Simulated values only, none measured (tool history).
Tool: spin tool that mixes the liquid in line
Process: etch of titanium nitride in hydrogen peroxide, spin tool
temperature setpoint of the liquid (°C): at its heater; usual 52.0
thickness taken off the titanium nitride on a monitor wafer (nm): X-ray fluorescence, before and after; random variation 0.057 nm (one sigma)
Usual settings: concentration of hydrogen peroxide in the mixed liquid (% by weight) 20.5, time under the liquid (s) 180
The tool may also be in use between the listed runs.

run,hour,temperature setpoint of the liquid (°C),concentration of hydrogen peroxide in the mixed liquid (% by weight),time under the liquid (s),wafers since the last listed run,hours since the thermometer was replaced,hours since the peroxide flow meter was replaced,hours since the heated supply line was repaired,hours since the drum of peroxide was connected,hours since the gauge calibration,"read-back film thickness of the titanium nitride reference wafer, read on the same gauge (nm)",thickness taken off the titanium nitride on a monitor wafer (nm)
1,0.0,52.0,24.0,180,0,2213.3,102.8,3372.5,38.5,2516.0,50.00,8.75
2,64.5,52.0,20.5,95,448,2277.8,167.3,3437.0,103.0,2580.5,50.01,4.43
3,149.4,52.0,20.5,95,590,2362.7,252.2,3521.9,187.9,2665.4,49.99,4.49
# hour 268.6: heated supply line repaired
# hour 448.5: thermometer replaced
4,453.4,52.0,20.5,115,2100,4.9,556.2,184.8,491.9,2969.4,49.99,5.76
# hour 470.5: peroxide flow meter replaced
5,492.2,52.0,20.5,115,262,43.7,21.7,223.6,530.7,3008.2,50.01,5.74
# hour 539.5: gauge calibrated
6,564.3,52.0,20.5,115,501,115.8,93.8,295.7,602.8,24.8,49.98,5.79
7,606.3,52.0,20.5,180,292,157.8,135.8,337.7,644.8,66.8,50.03,9.08
8,686.8,52.0,20.5,180,559,238.3,216.3,418.2,725.3,147.3,49.99,9.15
9,733.0,52.0,20.5,180,321,284.5,262.5,464.4,771.5,193.5,50.00,9.09
10,778.7,52.0,20.5,265,317,330.2,308.2,510.1,817.2,239.2,50.01,13.21
11,853.1,58.5,24.0,85,517,404.6,382.6,584.5,891.6,313.6,49.99,6.96
12,906.8,46.5,20.5,240,373,458.3,436.3,638.2,945.3,367.3,49.98,7.99
13,960.3,52.0,20.5,180,372,511.8,489.8,691.7,998.8,420.8,49.99,9.04
# hour 995.2: new drum of peroxide connected
14,1036.3,48.5,20.5,180,521,587.8,565.8,767.7,41.1,496.8,50.00,6.92
15,1072.3,61.5,20.5,180,250,623.8,601.8,803.7,77.1,532.8,49.98,17.32
# hour 1080.0: peroxide flow meter replaced
16,1151.4,55.5,24.5,285,543,702.9,71.4,882.8,156.2,611.9,50.02,18.75
17,1206.4,52.0,20.5,180,382,757.9,126.4,937.8,211.2,666.9,50.03,8.94
18,1261.2,52.0,20.5,180,381,812.7,181.2,992.6,266.0,721.7,50.01,8.91
19,1313.9,46.5,20.5,180,366,865.4,233.9,1045.3,318.7,774.4,50.00,6.00
20,1486.1,52.0,20.5,110,1197,1037.6,406.1,1217.5,490.9,946.6,50.04,5.36
21,1543.5,52.0,20.5,180,399,1095.0,463.5,1274.9,548.3,1004.0,50.00,8.82
22,1640.7,43.5,20.5,125,676,1192.2,560.7,1372.1,645.5,1101.2,49.99,3.26
# hour 1686.0: peroxide flow meter replaced
23,1696.4,43.5,20.5,180,380,1247.9,10.4,1427.8,701.2,1156.9,49.99,4.72
24,1754.7,52.0,18.0,85,405,1306.2,68.7,1486.1,759.5,1215.2,50.01,4.03
25,1861.7,52.0,20.5,180,744,1413.2,175.7,1593.1,866.5,1322.2,50.01,8.74
26,1943.2,52.0,25.5,230,566,1494.7,257.2,1674.6,948.0,1403.7,49.99,11.67

3 ways to go on from here, each from the tool as it stands after run 26. What would each give?
A,1943.7,52.0,20.5,180,3,1495.2,257.7,1675.1,948.5,1404.2,?,?
B,1943.7,52.0,20.5,245,3,1495.2,257.7,1675.1,948.5,1404.2,?,?
C,1943.7,47.5,20.5,90,3,1495.2,257.7,1675.1,948.5,1404.2,?,?

run,"read-back film thickness of the titanium nitride reference wafer, read on the same gauge (nm)",thickness taken off the titanium nitride on a monitor wafer (nm)
A,50.02,8.73
B,50.02,11.88
C,50.02,3.15
Without the tool's hidden state the same runs would have given:
run,thickness taken off the titanium nitride on a monitor wafer (nm)
A,9.26
B,12.60
C,3.34
